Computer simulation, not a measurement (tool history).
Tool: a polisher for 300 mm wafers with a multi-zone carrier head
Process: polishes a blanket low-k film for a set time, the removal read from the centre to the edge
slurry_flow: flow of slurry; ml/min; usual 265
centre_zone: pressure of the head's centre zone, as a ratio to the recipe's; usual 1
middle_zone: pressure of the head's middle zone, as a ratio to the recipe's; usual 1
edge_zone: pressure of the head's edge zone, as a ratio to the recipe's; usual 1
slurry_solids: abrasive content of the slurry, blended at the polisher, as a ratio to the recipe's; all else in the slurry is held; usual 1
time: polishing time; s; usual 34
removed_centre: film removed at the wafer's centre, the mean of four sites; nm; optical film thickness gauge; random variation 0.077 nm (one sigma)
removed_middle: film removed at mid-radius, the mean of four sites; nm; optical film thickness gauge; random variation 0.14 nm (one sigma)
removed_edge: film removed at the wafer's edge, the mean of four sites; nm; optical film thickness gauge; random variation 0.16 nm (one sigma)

run     day  slurry_flow  centre_zone  middle_zone  edge_zone  slurry_solids  time  wafers since the last listed run  wafers polished on this pad  hours since the slurry nozzle was cleaned  hours since the centre zone pressure was calibrated  hours since the edge zone pressure was calibrated  hours since the carrier head's membrane was replaced  incoming thickness of the incoming film, nm  removed_centre  removed_middle  removed_edge
  1       0          265            1            1          1              1    34                                 0                         4049                                      262.9                                               1441.4                                              366.9                                                1194.5                                        496.8            11.3              11          11.6
  2   3.283          265            1            1          1              1    34                               857                         4907                                      341.7                                               1520.2                                              445.7                                                1273.3                                        493.7            11.2            11.2          11.4
      3.533  -- centre zone pressure recalibrated
      4.192  -- edge zone pressure recalibrated
      4.362  -- worn pad replaced by a new one
  3   6.262          265            1            1          1              1    34                               691                          496                                      413.2                                                 65.5                                               49.7                                                1344.8                                        500.5            11.8            11.6          11.9
  4   9.267          265            1            1          1              1    34                               784                         1281                                      485.3                                                137.6                                              121.8                                                1416.9                                        503.6            11.4            11.4          11.6
     10.896  -- slurry nozzle cleaned
  5  13.212          265            1            1          1              1    34                              1019                         2301                                       55.6                                                232.3                                              216.5                                                1511.6                                        498.6            11.5            11.2          11.9
  6  17.112          295            1            1          1              1    34                              1018                         3319                                      149.2                                                325.9                                              310.1                                                1605.2                                        506.8            11.4            11.3          11.6
  7  19.321          265            1            1          1              1    34                               576                         3896                                      202.2                                                378.9                                              363.1                                                1658.2                                        498.1            11.3              11          11.5
  8  22.833          265            1         1.07       1.04              1    34                               917                         4814                                      286.5                                                463.2                                              447.4                                                1742.5                                        496.7            11.2            11.4          11.8
     23.088  -- carrier head's membrane replaced by a new one
     23.292  -- edge zone pressure recalibrated
     24.088  -- worn pad replaced by a new one
  9  24.912          295            1            1          1              1    34                               423                          215                                      336.4                                                513.1                                               38.9                                                  43.8                                          504            11.9            12.1          12.5
 10   26.45          265            1         1.07       1.06              1    39                               401                          616                                      373.3                                                  550                                               75.8                                                  80.7                                        499.4            13.3            13.7          13.7
 11  29.775          265         0.91         0.95       0.89              1    46                               868                         1485                                      453.1                                                629.8                                              155.6                                                 160.5                                        505.5            13.9            14.9          14.8
     30.871  -- slurry nozzle cleaned
 12  33.712          265         0.94            1          1            1.3    37                              1017                         2502                                       68.2                                                724.3                                              250.1                                                   255                                        506.1            12.9            13.6          14.2
 13  43.542          265            1         1.08          1              1    34                              2567                         5070                                      304.1                                                960.2                                                486                                                 490.9                                        508.6            11.3            11.8          11.2
     43.738  -- edge zone pressure recalibrated
 14  45.896          265            1         1.06          1              1    34                               593                         5663                                      360.6                                               1016.7                                               51.8                                                 547.4                                        497.5            11.4            11.3          11.4
     46.171  -- worn pad replaced by a new one
 15  48.283          265            1            1          1            1.1    34                               580                          551                                      417.9                                                 1074                                              109.1                                                 604.7                                        499.4            12.1            12.2          12.2
 16  51.175          265            1            1          1              1    34                               755                         1307                                      487.3                                               1143.4                                              178.5                                                 674.1                                        502.3            11.3            11.4          11.5
 17   53.85          265            1            1          1              1    34                               698                         2005                                      551.5                                               1207.6                                              242.7                                                 738.3                                        501.4            11.3            11.3          11.6
     55.375  -- slurry nozzle cleaned
 18  56.892          265            1         1.07          1              1    34                               783                         2789                                       36.4                                               1280.6                                              315.7                                                 811.3                                        498.5            11.5            11.6          11.7
 19  60.333          265         1.04            1       0.93              1    34                               898                         3688                                        119                                               1363.2                                              398.3                                                 893.9                                        500.1            11.7            11.2          11.1
 20  62.325          265            1            1          1              1    34                               520                         4208                                      166.8                                                 1411                                              446.1                                                 941.7                                        496.4            11.3            11.2          11.6
 21  64.725          265            1         0.92          1              1    34                               626                         4835                                      224.4                                               1468.6                                              503.7                                                 999.3                                        498.5            11.2            10.7          11.5
     64.825  -- centre zone pressure recalibrated
       65.4  -- worn pad replaced by a new one
     67.208  -- edge zone pressure recalibrated
 22  68.146          265         1.07            1          1              1    43                               806                          695                                      306.5                                                 79.7                                               22.5                                                1081.4                                        504.7            15.8            14.7            15

What the log doesn't show, run by run:
deviation of the centre zone's pressure from its setpoint, %: 0 in every run
deviation of the edge zone's pressure from its setpoint, %: 0 in every run
H1: removal rate lost through wear of the pad, %
H2: slurry flow missing at the pad, %
run    H1    H2
  1  5.94  9.13
  2  6.18  11.7
  3  1.79    14
  4  3.31  16.3
  5  4.54  5.01
  6  5.24  8.03
  7   5.5  9.74
  8  5.77  12.5
  9  1.06  14.1
 10  2.05  15.3
 11  3.59  17.8
 12  4.69  2.61
 13  5.81  10.2
 14  5.91    12
 15  1.74  13.9
 16  3.17  16.1
 17  4.06  18.2
 18  4.74  5.06
 19  5.23  7.72
 20  5.43  9.26
 21   5.6  11.1
 22   1.9  13.8

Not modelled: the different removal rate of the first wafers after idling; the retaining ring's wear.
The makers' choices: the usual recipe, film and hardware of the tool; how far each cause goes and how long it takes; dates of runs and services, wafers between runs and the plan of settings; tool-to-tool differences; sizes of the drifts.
